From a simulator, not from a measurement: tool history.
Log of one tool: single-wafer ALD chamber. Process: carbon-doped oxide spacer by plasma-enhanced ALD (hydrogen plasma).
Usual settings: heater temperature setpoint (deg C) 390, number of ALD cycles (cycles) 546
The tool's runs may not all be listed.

| run | hour | heater temperature setpoint (deg C) | number of ALD cycles (cycles) | read-back reference wafer on the same gauge, thickness_nm | mean film thickness on the monitor wafer (Å) |
|---|---|---|---|---|---|
| 1 | 0.0 | 390 | 546 | 31.680 | 293.44 |
| 2 | 47.4 | 390 | 546 | 31.643 | 294.26 |
| 3 | 111.0 | 390 | 546 | 31.591 | 292.48 |
| 4 | 159.9 | 390 | 586 | 31.560 | 314.86 |
| 5 | 196.1 | 390 | 546 | 31.537 | 294.42 |
| 6 | 261.6 | 390 | 546 | 31.498 | 293.08 |
| 7 | 293.4 | 398 | 546 | 31.483 | 293.00 |
| 8 | 362.5 | 398 | 546 | 31.424 | 292.93 |
| 9 | 391.1 | 390 | 546 | 31.405 | 292.26 |
| 10 | 536.0 | 390 | 546 | 31.294 | 291.42 |
| 11 | 599.3 | 390 | 546 | 31.260 | 289.78 |
|  | 615.7 | gauge calibrated |
| 12 | 643.2 | 390 | 546 | 31.744 | 294.81 |
| 13 | 681.7 | 382 | 448 | 31.719 | 242.76 |
| 14 | 728.1 | 390 | 481 | 31.699 | 260.12 |
| 15 | 764.3 | 400 | 474 | 31.647 | 255.48 |
|  | 827.5 | thermocouple changed; heater temperature recalibrated |
| 16 | 832.0 | 390 | 639 | 31.612 | 344.55 |
| 17 | 896.1 | 385 | 467 | 31.578 | 251.25 |
| 18 | 962.7 | 390 | 546 | 31.537 | 293.72 |
| 19 | 1008.5 | 395 | 500 | 31.495 | 266.90 |
| 20 | 1053.3 | 390 | 472 | 31.444 | 252.36 |
| 21 | 1111.2 | 390 | 546 | 31.395 | 292.53 |
| 22 | 1183.2 | 382 | 546 | 31.375 | 291.62 |
| 23 | 1239.4 | 390 | 546 | 31.345 | 290.41 |

Forecast each of these 5 alternatives for the next run:
| A | 1240.6 | 390 | 619 | ? | ? |
| B | 1240.6 | 395 | 451 | ? | ? |
| C | 1240.6 | 390 | 608 | ? | ? |
| D | 1240.6 | 395 | 477 | ? | ? |
| E | 1240.6 | 379 | 637 | ? | ? |

| run | read-back reference wafer on the same gauge, thickness_nm | mean film thickness on the monitor wafer (Å) |
|---|---|---|
| A | 31.306 | 329.35 |
| B | 31.306 | 239.96 |
| C | 31.306 | 323.49 |
| D | 31.306 | 253.79 |
| E | 31.306 | 338.92 |
Without the tool's hidden state the same runs would have given:
| run | mean film thickness on the monitor wafer (Å) |
|---|---|
| A | 334.34 |
| B | 243.60 |
| C | 328.40 |
| D | 257.64 |
| E | 344.06 |

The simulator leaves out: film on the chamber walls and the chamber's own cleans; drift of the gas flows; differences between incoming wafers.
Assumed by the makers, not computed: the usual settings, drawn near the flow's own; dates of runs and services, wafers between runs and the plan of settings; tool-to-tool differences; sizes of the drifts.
